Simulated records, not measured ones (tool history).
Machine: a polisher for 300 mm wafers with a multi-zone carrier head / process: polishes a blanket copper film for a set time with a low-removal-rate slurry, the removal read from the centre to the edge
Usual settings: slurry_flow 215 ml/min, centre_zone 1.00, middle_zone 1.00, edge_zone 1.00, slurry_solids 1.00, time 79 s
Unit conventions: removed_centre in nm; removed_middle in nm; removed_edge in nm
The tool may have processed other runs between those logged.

run	hour	slurry_flow	centre_zone	middle_zone	edge_zone	slurry_solids	time	wafers since the last listed run	wafers polished on this pad	hours since the slurry nozzle was cleaned	hours since the centre zone pressure was calibrated	hours since the edge zone pressure was calibrated	hours since the carrier head's membrane was replaced	incoming thickness of the incoming film, nm	removed_centre	removed_middle	removed_edge
1	0.0	215	1.00	1.00	1.00	1.00	79	0	257	270.9	278.4	693.9	852.8	875.7	182.4	162.8	170.4
2	6.5	215	1.00	1.00	1.00	1.00	79	44	302	277.4	284.9	700.4	859.3	864.3	180.6	161.7	165.4
3	17.2	215	1.00	1.00	1.00	1.00	79	73	376	288.1	295.6	711.1	870.0	869.2	181.4	161.4	167.5
4	34.3	245	1.00	1.00	1.00	1.00	79	118	494	305.2	312.7	728.2	887.1	860.6	186.9	163.9	169.5
5	41.4	245	1.00	1.00	1.00	1.00	79	49	543	312.3	319.8	735.3	894.2	867.2	185.2	164.8	166.2
6	59.2	215	1.00	1.00	1.00	1.00	79	122	666	330.1	337.6	753.1	912.0	869.0	178.5	160.7	168.7
7	67.2	215	1.00	1.00	1.00	1.00	79	55	721	338.1	345.6	761.1	920.0	854.3	181.4	164.2	167.0
8	76.6	215	1.00	1.00	1.00	1.00	79	64	786	347.5	355.0	770.5	929.4	866.9	181.7	163.9	164.8
9	82.9	215	1.00	1.00	1.00	1.00	79	43	829	353.8	361.3	776.8	935.7	861.9	182.4	163.7	166.5
# hour 97.2: edge zone pressure recalibrated
10	97.7	215	1.00	1.00	1.00	1.00	90	88	918	368.6	376.1	0.5	950.5	850.7	208.0	185.4	186.5
# hour 115.1: worn pad replaced by a new one
11	115.6	215	1.00	1.00	1.00	1.00	79	95	3	386.5	394.0	18.4	968.4	850.9	184.6	161.8	167.0
12	128.9	215	1.00	1.00	1.00	1.00	79	91	95	399.8	407.3	31.7	981.7	868.3	181.4	164.2	164.0
13	135.5	215	1.00	1.00	1.00	1.00	79	45	140	406.4	413.9	38.3	988.3	863.3	182.4	161.5	164.2
# hour 151.6: carrier head's membrane replaced by a new one, of another model than before
14	153.2	260	1.00	1.00	1.00	1.00	79	87	228	424.1	431.6	56.0	1.6	847.2	188.9	170.4	168.5
# hour 167.7: centre zone pressure recalibrated
15	168.2	215	1.00	1.00	1.00	1.00	79	89	318	439.1	0.5	71.0	16.6	875.4	166.2	163.2	165.8
# hour 178.6: slurry nozzle cleaned
16	182.2	215	1.00	1.07	1.00	1.00	94	89	408	3.6	14.5	85.0	30.6	861.5	202.2	203.3	197.7
17	190.4	215	1.00	1.00	0.94	1.00	104	56	464	11.8	22.7	93.2	38.8	850.2	218.1	212.2	208.6
18	198.3	215	1.00	1.00	0.90	1.00	105	54	519	19.7	30.6	101.1	46.7	862.8	225.2	214.8	201.6
19	208.4	215	1.00	1.00	1.00	0.80	79	69	588	29.8	40.7	111.2	56.8	872.1	161.6	155.9	157.3
20	221.1	140	1.04	1.00	1.00	1.25	87	87	676	42.5	53.4	123.9	69.5	862.5	177.7	173.5	179.1
21	234.1	270	0.92	1.00	1.00	0.75	59	89	766	55.5	66.4	136.9	82.5	869.3	115.2	118.3	120.2

Below are 3 alternative next runs, each starting from the tool's condition after run 21. Predict each:
A	234.6	215	1.00	1.05	1.00	1.00	79	3	769	56.0	66.9	137.4	83.0	854.8	?	?	?
B	234.6	215	1.00	1.11	1.00	0.85	87	3	769	56.0	66.9	137.4	83.0	854.8	?	?	?
C	234.6	215	1.00	1.11	1.00	1.00	79	3	769	56.0	66.9	137.4	83.0	854.8	?	?	?

run	removed_centre	removed_middle	removed_edge
A	169.1	167.6	163.5
B	181.8	185.9	175.6
C	169.2	173.0	163.5
The same runs, with their run-to-run variation unchanged, on a tool lacking any hidden condition would have given:
run	removed_centre	removed_middle	removed_edge
A	163.1	167.6	163.5
B	175.3	186.0	175.6
C	163.2	173.1	163.5
